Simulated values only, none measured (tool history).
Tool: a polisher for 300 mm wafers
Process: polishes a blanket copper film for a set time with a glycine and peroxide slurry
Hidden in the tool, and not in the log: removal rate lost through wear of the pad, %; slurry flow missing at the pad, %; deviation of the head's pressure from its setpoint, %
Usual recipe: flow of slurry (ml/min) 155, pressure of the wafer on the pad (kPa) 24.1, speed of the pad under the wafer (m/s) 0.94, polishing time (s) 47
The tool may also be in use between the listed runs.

run,hour,flow of slurry (ml/min),pressure of the wafer on the pad (kPa),speed of the pad under the wafer (m/s),polishing time (s),wafers since the last listed run,wafers polished on this pad,hours since the slurry nozzle was cleaned,hours since the head pressure was calibrated,"incoming thickness of the incoming film, nm",film removed (nm)
1,0.0,185,28.3,0.94,47,0,2720,355.3,547.4,1768.6,252.2
# hour 30.1: worn pad replaced by a new one
2,34.8,185,28.3,0.94,47,318,48,390.1,582.2,1783.8,268.6
3,59.7,155,24.1,0.94,60,257,306,415.0,607.1,1780.3,294.3
4,74.7,155,24.1,0.94,47,155,461,430.0,622.1,1742.1,225.5
5,89.6,155,24.1,0.94,47,154,615,444.9,637.0,1790.8,228.0
6,108.2,155,24.1,0.94,47,192,808,463.5,655.6,1803.2,229.9
7,131.2,155,24.1,0.94,47,238,1046,486.5,678.6,1759.3,226.0
8,156.6,180,24.1,0.94,47,262,1309,511.9,704.0,1773.2,232.1
9,188.3,155,24.1,0.74,47,328,1637,543.6,735.7,1786.1,183.2
10,212.1,155,24.1,0.94,47,246,1883,567.4,759.5,1760.0,221.5
# hour 288.4: slurry nozzle cleaned
# hour 294.8: worn pad replaced by a new one
11,308.9,155,24.1,0.94,47,950,146,20.5,856.3,1772.7,226.9
12,327.5,155,24.1,0.94,47,192,338,39.1,874.9,1767.5,229.0
13,350.1,155,24.1,0.94,47,233,572,61.7,897.5,1758.9,226.7
14,368.6,155,24.1,0.72,47,191,764,80.2,916.0,1771.0,183.9
15,384.1,155,29.6,0.74,41,160,924,95.7,931.5,1792.9,190.0
16,410.3,200,24.1,0.94,47,271,1195,121.9,957.7,1800.0,237.0
17,436.4,155,24.1,0.94,47,270,1465,148.0,983.8,1781.9,219.8
18,455.6,155,24.1,0.94,61,198,1664,167.2,1003.0,1751.7,284.9
19,490.8,110,24.1,0.94,47,364,2028,202.4,1038.2,1773.1,203.5
20,507.4,155,24.1,0.94,47,171,2200,219.0,1054.8,1746.1,219.1
21,533.2,200,32.4,0.94,47,267,2467,244.8,1080.6,1796.8,277.1
# hour 568.1: worn pad replaced by a new one
22,568.6,155,24.1,0.94,31,324,4,280.2,1116.0,1765.5,154.6
# hour 589.5: head pressure recalibrated
23,592.7,155,24.1,0.94,47,228,233,304.3,3.2,1739.5,246.6
24,623.1,180,18.6,0.64,40,314,548,334.7,33.6,1739.4,135.4
25,659.0,155,27.6,0.78,47,371,919,370.6,69.5,1767.9,222.7
26,729.2,155,24.1,0.94,47,726,1646,440.8,139.7,1747.1,228.2
27,809.3,155,24.1,0.94,47,828,2475,520.9,219.8,1761.7,220.7
# hour 874.4: worn pad replaced by a new one
28,907.9,100,31.0,0.68,57,979,346,619.5,318.4,1753.5,235.0
29,934.2,155,24.1,0.94,47,272,618,645.8,344.7,1767.3,233.8
# hour 946.5: slurry nozzle cleaned
30,951.5,130,31.0,1.20,31,168,787,5.0,362.0,1733.1,214.0
31,967.3,155,20.0,0.68,38,163,950,20.8,377.8,1757.9,130.0
32,1066.8,180,17.2,0.94,35,1029,1980,120.3,477.3,1804.5,136.1
33,1083.4,155,17.2,0.68,47,171,2152,136.9,493.9,1769.8,140.9
34,1118.7,205,31.0,0.94,47,365,2517,172.2,529.2,1786.1,276.6
# hour 1132.3: worn pad replaced by a new one
35,1145.6,155,24.1,0.66,61,236,137,199.1,556.1,1754.7,229.8
36,1168.5,115,29.6,0.66,53,236,374,222.0,579.0,1762.2,211.0
37,1270.9,185,24.1,1.10,47,1059,1434,324.4,681.4,1752.9,252.9

How would selected steps in film removed (nm) from run to run divide? Give the signed amount a tool lacking its hidden state would still show from settings, what came in and random variation, and the signed amount left for the hidden state, including any gauge scatter that is not in both of the compared results.
Run 21 -> 22: flow of slurry (ml/min) 200 -> 155, pressure of the wafer on the pad (kPa) 32.4 -> 24.1, polishing time (s) 47 -> 31, worn pad replaced by a new one. film removed (nm) -122.5: hidden state +30.7, all else -153.2.
Run 23 -> 24: flow of slurry (ml/min) 155 -> 180, pressure of the wafer on the pad (kPa) 24.1 -> 18.6, speed of the pad under the wafer (m/s) 0.94 -> 0.64, polishing time (s) 47 -> 40. film removed (nm) -111.2: hidden state -0.7, all else -110.5.
Run 33 -> 34: flow of slurry (ml/min) 155 -> 205, pressure of the wafer on the pad (kPa) 17.2 -> 31.0, speed of the pad under the wafer (m/s) 0.68 -> 0.94. film removed (nm) +135.7: hidden state -22.2, all else +157.9.
Run 34 -> 35: flow of slurry (ml/min) 205 -> 155, pressure of the wafer on the pad (kPa) 31.0 -> 24.1, speed of the pad under the wafer (m/s) 0.94 -> 0.66, polishing time (s) 47 -> 61, worn pad replaced by a new one. film removed (nm) -46.8: hidden state +21.0, all else -67.8.
